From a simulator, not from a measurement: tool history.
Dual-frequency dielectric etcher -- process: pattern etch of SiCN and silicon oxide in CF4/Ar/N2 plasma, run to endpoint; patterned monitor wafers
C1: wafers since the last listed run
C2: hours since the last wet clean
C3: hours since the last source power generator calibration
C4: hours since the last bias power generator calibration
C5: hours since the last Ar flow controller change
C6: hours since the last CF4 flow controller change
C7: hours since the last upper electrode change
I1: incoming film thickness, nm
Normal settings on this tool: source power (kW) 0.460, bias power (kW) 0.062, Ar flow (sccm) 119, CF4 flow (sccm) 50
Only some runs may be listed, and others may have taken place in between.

run 1 hour=0.0 | source_power_(kW)=0.460 bias_power_(kW)=0.068 Ar_flow_(sccm)=119 CF4_flow_(sccm)=50 | C1=0 C2=495.7 C3=1882.2 C4=2253.1 C5=5333.9 C6=4257.6 C7=5138.7 | I1=14.01 | endpoint_time_(s)=17.7
run 2 hour=13.2 | source_power_(kW)=0.460 bias_power_(kW)=0.068 Ar_flow_(sccm)=119 CF4_flow_(sccm)=50 | C1=248 C2=508.9 C3=1895.4 C4=2266.3 C5=5347.1 C6=4270.8 C7=5151.9 | I1=14.15 | endpoint_time_(s)=17.9
run 3 hour=29.8 | source_power_(kW)=0.460 bias_power_(kW)=0.068 Ar_flow_(sccm)=119 CF4_flow_(sccm)=50 | C1=312 C2=525.5 C3=1912.0 C4=2282.9 C5=5363.7 C6=4287.4 C7=5168.5 | I1=14.03 | endpoint_time_(s)=17.7
-- hour=62.3 upper electrode replaced
run 4 hour=62.8 | source_power_(kW)=0.460 bias_power_(kW)=0.062 Ar_flow_(sccm)=119 CF4_flow_(sccm)=50 | C1=169 C2=558.5 C3=1945.0 C4=2315.9 C5=5396.7 C6=4320.4 C7=0.5 | I1=14.02 | endpoint_time_(s)=18.1
run 5 hour=63.1 | source_power_(kW)=0.460 bias_power_(kW)=0.062 Ar_flow_(sccm)=119 CF4_flow_(sccm)=50 | C1=5 C2=558.8 C3=1945.3 C4=2316.2 C5=5397.0 C6=4320.7 C7=0.8 | I1=14.06 | endpoint_time_(s)=18.2
run 6 hour=68.9 | source_power_(kW)=0.460 bias_power_(kW)=0.062 Ar_flow_(sccm)=119 CF4_flow_(sccm)=50 | C1=109 C2=564.6 C3=1951.1 C4=2322.0 C5=5402.8 C6=4326.5 C7=6.6 | I1=13.92 | endpoint_time_(s)=18.0
run 7 hour=86.2 | source_power_(kW)=0.460 bias_power_(kW)=0.062 Ar_flow_(sccm)=119 CF4_flow_(sccm)=50 | C1=325 C2=581.9 C3=1968.4 C4=2339.3 C5=5420.1 C6=4343.8 C7=23.9 | I1=14.00 | endpoint_time_(s)=18.1
run 8 hour=98.4 | source_power_(kW)=0.460 bias_power_(kW)=0.062 Ar_flow_(sccm)=119 CF4_flow_(sccm)=50 | C1=229 C2=594.1 C3=1980.6 C4=2351.5 C5=5432.3 C6=4356.0 C7=36.1 | I1=14.14 | endpoint_time_(s)=18.3
-- hour=107.7 Ar flow controller replaced
-- hour=109.8 CF4 flow controller replaced
run 9 hour=112.9 | source_power_(kW)=0.460 bias_power_(kW)=0.062 Ar_flow_(sccm)=119 CF4_flow_(sccm)=50 | C1=121 C2=608.6 C3=1995.1 C4=2366.0 C5=5.2 C6=3.1 C7=50.6 | I1=14.15 | endpoint_time_(s)=18.2
run 10 hour=122.7 | source_power_(kW)=0.460 bias_power_(kW)=0.062 Ar_flow_(sccm)=119 CF4_flow_(sccm)=50 | C1=184 C2=618.4 C3=2004.9 C4=2375.8 C5=15.0 C6=12.9 C7=60.4 | I1=13.95 | endpoint_time_(s)=18.0
run 11 hour=137.0 | source_power_(kW)=0.460 bias_power_(kW)=0.062 Ar_flow_(sccm)=119 CF4_flow_(sccm)=50 | C1=269 C2=632.7 C3=2019.2 C4=2390.1 C5=29.3 C6=27.2 C7=74.7 | I1=13.97 | endpoint_time_(s)=17.9
-- hour=167.6 wet clean of the chamber
run 12 hour=168.1 | source_power_(kW)=0.460 bias_power_(kW)=0.072 Ar_flow_(sccm)=131 CF4_flow_(sccm)=50 | C1=133 C2=0.5 C3=2050.3 C4=2421.2 C5=60.4 C6=58.3 C7=105.8 | I1=14.08 | endpoint_time_(s)=18.5
run 13 hour=168.5 | source_power_(kW)=0.460 bias_power_(kW)=0.062 Ar_flow_(sccm)=119 CF4_flow_(sccm)=50 | C1=7 C2=0.9 C3=2050.7 C4=2421.6 C5=60.8 C6=58.7 C7=106.2 | I1=14.15 | endpoint_time_(s)=19.1
run 14 hour=169.8 | source_power_(kW)=0.460 bias_power_(kW)=0.062 Ar_flow_(sccm)=119 CF4_flow_(sccm)=50 | C1=24 C2=2.2 C3=2052.0 C4=2422.9 C5=62.1 C6=60.0 C7=107.5 | I1=14.12 | endpoint_time_(s)=19.0
run 15 hour=181.8 | source_power_(kW)=0.460 bias_power_(kW)=0.069 Ar_flow_(sccm)=119 CF4_flow_(sccm)=54 | C1=225 C2=14.2 C3=2064.0 C4=2434.9 C5=74.1 C6=72.0 C7=119.5 | I1=14.11 | endpoint_time_(s)=18.4
run 16 hour=194.8 | source_power_(kW)=0.370 bias_power_(kW)=0.062 Ar_flow_(sccm)=108 CF4_flow_(sccm)=45 | C1=244 C2=27.2 C3=2077.0 C4=2447.9 C5=87.1 C6=85.0 C7=132.5 | I1=14.12 | endpoint_time_(s)=21.3
run 17 hour=201.5 | source_power_(kW)=0.530 bias_power_(kW)=0.076 Ar_flow_(sccm)=90 CF4_flow_(sccm)=61 | C1=126 C2=33.9 C3=2083.7 C4=2454.6 C5=93.8 C6=91.7 C7=139.2 | I1=14.08 | endpoint_time_(s)=15.8
-- hour=207.8 bias power generator calibrated
run 18 hour=213.9 | source_power_(kW)=0.460 bias_power_(kW)=0.068 Ar_flow_(sccm)=119 CF4_flow_(sccm)=50 | C1=158 C2=46.3 C3=2096.1 C4=6.1 C5=106.2 C6=104.1 C7=151.6 | I1=14.14 | endpoint_time_(s)=18.6
run 19 hour=228.1 | source_power_(kW)=0.460 bias_power_(kW)=0.062 Ar_flow_(sccm)=119 CF4_flow_(sccm)=50 | C1=267 C2=60.5 C3=2110.3 C4=20.3 C5=120.4 C6=118.3 C7=165.8 | I1=14.10 | endpoint_time_(s)=19.0
-- hour=235.4 source power generator calibrated
run 20 hour=235.9 | source_power_(kW)=0.460 bias_power_(kW)=0.062 Ar_flow_(sccm)=132 CF4_flow_(sccm)=62 | C1=71 C2=68.3 C3=0.5 C4=28.1 C5=128.2 C6=126.1 C7=173.6 | I1=14.07 | endpoint_time_(s)=18.8
run 21 hour=246.4 | source_power_(kW)=0.460 bias_power_(kW)=0.062 Ar_flow_(sccm)=119 CF4_flow_(sccm)=50 | C1=197 C2=78.8 C3=11.0 C4=38.6 C5=138.7 C6=136.6 C7=184.1 | I1=13.94 | endpoint_time_(s)=18.7
run 22 hour=264.0 | source_power_(kW)=0.460 bias_power_(kW)=0.073 Ar_flow_(sccm)=119 CF4_flow_(sccm)=38 | C1=331 C2=96.4 C3=28.6 C4=56.2 C5=156.3 C6=154.2 C7=201.7 | I1=13.88 | endpoint_time_(s)=18.6
run 23 hour=274.6 | source_power_(kW)=0.420 bias_power_(kW)=0.062 Ar_flow_(sccm)=119 CF4_flow_(sccm)=60 | C1=199 C2=107.0 C3=39.2 C4=66.8 C5=166.9 C6=164.8 C7=212.3 | I1=14.03 | endpoint_time_(s)=19.3
run 24 hour=290.4 | source_power_(kW)=0.460 bias_power_(kW)=0.077 Ar_flow_(sccm)=119 CF4_flow_(sccm)=50 | C1=297 C2=122.8 C3=55.0 C4=82.6 C5=182.7 C6=180.6 C7=228.1 | I1=14.11 | endpoint_time_(s)=17.9
run 25 hour=305.7 | source_power_(kW)=0.460 bias_power_(kW)=0.062 Ar_flow_(sccm)=137 CF4_flow_(sccm)=56 | C1=287 C2=138.1 C3=70.3 C4=97.9 C5=198.0 C6=195.9 C7=243.4 | I1=14.00 | endpoint_time_(s)=18.8

Consider 3 possible next runs. They are alternatives, not a sequence: every one starts from the tool as it was left by run 25. What does each give?
run A hour=306.1 | source_power_(kW)=0.340 bias_power_(kW)=0.062 Ar_flow_(sccm)=119 CF4_flow_(sccm)=50 | C1=7 C2=138.5 C3=70.7 C4=98.3 C5=198.4 C6=196.3 C7=243.8 | I1=13.89 | endpoint_time_(s)=?
run B hour=306.1 | source_power_(kW)=0.500 bias_power_(kW)=0.052 Ar_flow_(sccm)=147 CF4_flow_(sccm)=56 | C1=7 C2=138.5 C3=70.7 C4=98.3 C5=198.4 C6=196.3 C7=243.8 | I1=13.89 | endpoint_time_(s)=?
run C hour=306.1 | source_power_(kW)=0.460 bias_power_(kW)=0.070 Ar_flow_(sccm)=119 CF4_flow_(sccm)=54 | C1=7 C2=138.5 C3=70.7 C4=98.3 C5=198.4 C6=196.3 C7=243.8 | I1=13.89 | endpoint_time_(s)=?

run=A endpoint_time_(s)=21.6
run=B endpoint_time_(s)=18.8
run=C endpoint_time_(s)=17.8
Without the tool's unlogged condition, the same runs would have read:
run=A endpoint_time_(s)=21.6
run=B endpoint_time_(s)=18.9
run=C endpoint_time_(s)=17.9
